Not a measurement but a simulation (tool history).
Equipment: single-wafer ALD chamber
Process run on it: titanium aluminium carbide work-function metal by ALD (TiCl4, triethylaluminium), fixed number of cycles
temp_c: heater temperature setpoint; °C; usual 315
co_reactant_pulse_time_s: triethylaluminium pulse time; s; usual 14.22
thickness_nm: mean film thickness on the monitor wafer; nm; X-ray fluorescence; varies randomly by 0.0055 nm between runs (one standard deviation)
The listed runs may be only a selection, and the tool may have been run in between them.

run	hour	temp_c	co_reactant_pulse_time_s	wafers since the last listed run	hours since the last thermocouple change	hours since the last triethylaluminium bottle change	hours since the showerhead was replaced	hours since the gauge calibration	read-back reference wafer on the same gauge, thickness_nm	thickness_nm
1	0	315	14.22	0	1352.3	1158.6	5822.3	31.3	2.448	2.073
2	28.5	323	14.22	267	1380.8	1187.1	5850.8	59.8	2.449	2.167
3	53	315	14.22	229	1405.3	1211.6	5875.3	84.3	2.452	2.093
4	87.3	315	14.22	321	1439.6	1245.9	5909.6	118.6	2.447	2.082
5	112.5	315	12.54	236	1464.8	1271.1	5934.8	143.8	2.449	2.009
6	133.8	315	10.59	199	1486.1	1292.4	5956.1	165.1	2.447	1.899
7	149.9	315	10.59	150	1502.2	1308.5	5972.2	181.2	2.454	1.909
8	163.7	306	12.4	129	1516	1322.3	5986	195	2.45	1.924
# hour 193.6: thermocouple changed; heater temperature recalibrated
9	199.6	306	12.4	261	6	1358.2	6021.9	230.9	2.451	1.92
# hour 209.8: triethylaluminium bottle replaced
10	212.3	315	14.22	44	18.7	2.5	6034.6	243.6	2.45	2.2
# hour 233.4: showerhead replaced
11	243.9	310	14.22	221	50.3	34.1	10.5	275.2	2.452	2.138
12	256.8	310	11.48	120	63.2	47	23.4	288.1	2.451	2.105
# hour 266.1: gauge calibrated
13	273.5	315	14.22	156	79.9	63.7	40.1	7.4	2.45	2.195
14	302.6	321	10.11	272	109	92.8	69.2	36.5	2.452	2.157
15	335.8	309	11.5	311	142.2	126	102.4	69.7	2.45	2.074
16	364.3	321	10.59	267	170.7	154.5	130.9	98.2	2.45	2.165
17	409.2	315	14.22	420	215.6	199.4	175.8	143.1	2.452	2.176
18	440	315	10.11	288	246.4	230.2	206.6	173.9	2.451	2.056
19	459.3	310	14.22	180	265.7	249.5	225.9	193.2	2.452	2.116
20	488.1	306	14.22	269	294.5	278.3	254.7	222	2.449	2.085
21	510.8	307	9.12	212	317.2	301	277.4	244.7	2.45	1.898
22	538.7	303	10.74	261	345.1	328.9	305.3	272.6	2.45	1.951

Difference, measured minus no-hidden-state, one row per run. Run-to-run variation is common to both terms; the gauge's own scatter need not be:
Hidden state present: wafer temperature above the value expected at the setpoint (K); triethylaluminium dose above that of a fresh bottle (%); gauge reads high (%).
run	thickness_nm
1	-0.111
2	-0.118
3	-0.115
4	-0.116
5	-0.163
6	-0.236
7	-0.239
8	-0.163
9	-0.165
10	-0.002
11	-0.005
12	-0.013
13	-0.007
14	-0.033
15	-0.028
16	-0.044
17	-0.021
18	-0.069
19	-0.025
20	-0.028
21	-0.105
22	-0.078
